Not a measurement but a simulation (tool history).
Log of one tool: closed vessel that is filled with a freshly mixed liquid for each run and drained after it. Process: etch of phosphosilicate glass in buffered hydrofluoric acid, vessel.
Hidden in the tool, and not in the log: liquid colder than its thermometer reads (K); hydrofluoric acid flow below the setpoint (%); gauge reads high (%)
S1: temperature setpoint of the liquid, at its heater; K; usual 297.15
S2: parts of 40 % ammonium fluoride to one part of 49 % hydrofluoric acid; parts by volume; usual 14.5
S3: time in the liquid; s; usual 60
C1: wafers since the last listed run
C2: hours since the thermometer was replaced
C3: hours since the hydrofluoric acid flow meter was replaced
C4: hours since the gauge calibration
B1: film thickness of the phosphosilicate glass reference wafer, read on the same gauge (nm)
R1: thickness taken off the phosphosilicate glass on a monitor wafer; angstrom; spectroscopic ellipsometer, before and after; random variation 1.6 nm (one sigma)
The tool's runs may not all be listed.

run,hour,S1,S2,S3,C1,C2,C3,C4,B1,R1
1,0,297.15,14.5,60,0,2824.3,1567.7,80.1,69.99,2391.3
2,13.4,297.15,14.5,60,830,2837.7,1581.1,93.5,70,2405.4
3,40.1,297.15,14.5,60,1654,2864.4,1607.8,120.2,69.99,2383
4,56.4,297.15,14.5,60,1009,2880.7,1624.1,136.5,70.03,2375.7
5,84.1,297.15,14.5,60,1716,2908.4,1651.8,164.2,69.99,2393.8
6,99.2,297.15,14.5,45,935,2923.5,1666.9,179.3,70.04,1781.8
7,116.3,297.15,14.5,45,1059,2940.6,1684,196.4,70,1776.4
8,146.3,297.15,14.5,45,1858,2970.6,1714,226.4,69.99,1793.7
# hour 178.3: thermometer replaced
9,178.6,297.15,14.5,60,1939,0.3,1746.3,258.7,70.02,2397
# hour 199.7: hydrofluoric acid flow meter replaced
10,202.4,297.15,14.5,60,1412,24.1,2.7,282.5,70,2178.5
11,227.1,295.15,16.5,75,1530,48.8,27.4,307.2,70.01,2194.2
# hour 231.7: gauge calibrated
12,248.7,297.15,14.5,60,1338,70.4,49,17,69.99,2181.3

Forecast run 13:
13,272.9,294.15,14.5,40,1499,94.6,73.2,41.2,?,?

B1: 70.01
R1: 1232.2 angstrom
Without the tool's hidden state the same run would have given R1 1455.7 angstrom.
